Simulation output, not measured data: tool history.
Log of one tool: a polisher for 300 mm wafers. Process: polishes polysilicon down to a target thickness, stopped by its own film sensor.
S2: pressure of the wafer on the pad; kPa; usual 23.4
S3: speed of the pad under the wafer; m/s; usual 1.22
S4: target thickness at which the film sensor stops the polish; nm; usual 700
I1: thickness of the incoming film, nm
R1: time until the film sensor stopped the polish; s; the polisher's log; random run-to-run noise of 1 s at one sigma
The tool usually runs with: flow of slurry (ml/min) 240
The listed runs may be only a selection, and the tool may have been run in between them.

Run 1, hour 0.0: usual settings; I1 1956.0. Result: R1 125.9 s.
Run 2, hour 63.1: usual settings; I1 1933.7. Result: R1 124.0 s.
Run 3, hour 129.9: usual settings but S3 1.00 m/s, S4 934 nm; I1 1952.6. Result: R1 127.4 s.
Run 4, hour 184.3: usual settings but S3 1.10 m/s; I1 1929.8. Result: R1 141.2 s.
At hour 206.5: worn pad replaced by a new one.
Run 5, hour 210.2: usual settings but S3 1.10 m/s; I1 1941.4. Result: R1 130.9 s.
Run 6, hour 235.0: usual settings but S3 1.10 m/s; I1 1923.9. Result: R1 131.8 s.
At hour 243.8: slurry nozzle cleaned.
Run 7, hour 269.4: usual settings but S2 19.3 kPa; I1 1914.5. Result: R1 134.1 s.
Run 8, hour 332.2: usual settings but S2 19.3 kPa; I1 1977.6. Result: R1 145.6 s.
Run 9, hour 386.7: usual settings but S2 19.3 kPa; I1 1983.3. Result: R1 145.8 s.
At hour 445.2: worn pad replaced by a new one.
Run 10, hour 448.0: usual settings; I1 1932.5. Result: R1 119.1 s.
Run 11, hour 493.8: usual settings but flow of slurry (ml/min) 200, S4 432 nm; I1 1945.2. Result: R1 154.2 s.
At hour 504.5: slurry nozzle cleaned.
Run 12, hour 526.1: usual settings but flow of slurry (ml/min) 200, S4 432 nm; I1 1936.3. Result: R1 156.0 s.
Run 13, hour 556.9: usual settings but S2 20.0 kPa; I1 1939.1. Result: R1 138.2 s.
Run 14, hour 590.3: usual settings but S4 378 nm; I1 1942.1. Result: R1 160.6 s.
At hour 643.9: head pressure recalibrated.
At hour 723.9: worn pad replaced by a new one.
Run 15, hour 736.5: usual settings but flow of slurry (ml/min) 205, S2 31.0 kPa, S3 1.60 m/s, S4 959 nm; I1 1961.1. Result: R1 63.6 s.
Run 16, hour 766.2: usual settings; I1 1982.4. Result: R1 127.2 s.
At hour 780.8: slurry nozzle cleaned.
Run 17, hour 826.2: usual settings but flow of slurry (ml/min) 180, S2 17.2 kPa, S4 312 nm; I1 1949.8. Result: R1 203.2 s.
Run 18, hour 870.2: usual settings but S2 28.3 kPa, S4 1034 nm; I1 1927.1. Result: R1 82.2 s.
Run 19, hour 932.0: usual settings; I1 1899.7. Result: R1 124.0 s.
Run 20, hour 957.3: usual settings but flow of slurry (ml/min) 180, S2 29.0 kPa; I1 1951.5. Result: R1 117.5 s.
At hour 978.2: worn pad replaced by a new one.
Run 21, hour 990.1: usual settings; I1 1939.1. Result: R1 117.6 s.
Run 22, hour 1019.4: usual settings but S2 30.3 kPa; I1 1940.4. Result: R1 103.3 s.
At hour 1033.5: slurry nozzle cleaned.
Run 23, hour 1131.5: usual settings but flow of slurry (ml/min) 165, S2 15.9 kPa, S3 0.86 m/s, S4 924 nm; I1 1926.2. Result: R1 186.8 s.
Run 24, hour 1164.7: usual settings; I1 1911.6. Result: R1 125.1 s.
Run 25, hour 1206.0: usual settings but flow of slurry (ml/min) 170, S2 19.3 kPa, S3 1.00 m/s; I1 1944.3. Result: R1 183.6 s.
Run 26, hour 1239.3: usual settings but S2 21.4 kPa; I1 1965.1. Result: R1 137.2 s.
At hour 1261.2: worn pad replaced by a new one.
At hour 1302.6: slurry nozzle cleaned.
Run 27, hour 1346.5: usual settings; I1 1928.4. Result: R1 124.4 s.

Consider 3 possible next runs. They are alternatives, not a sequence: every one starts from the tool as it was left by run 27. What does each give?
Run A, hour 1347.0: usual settings; I1 1927.7. Result: R1 ?.
Run B, hour 1347.0: usual settings but flow of slurry (ml/min) 275, S3 1.56 m/s; I1 1927.7. Result: R1 ?.
Run C, hour 1347.0: usual settings but S4 852 nm; I1 1927.7. Result: R1 ?.

run     R1
  A  122.1
  B   94.6
  C  107.0
The same runs, with their run-to-run variation unchanged, on a tool lacking any hidden condition would have given:
run     R1
  A  115.9
  B   89.8
  C  101.6
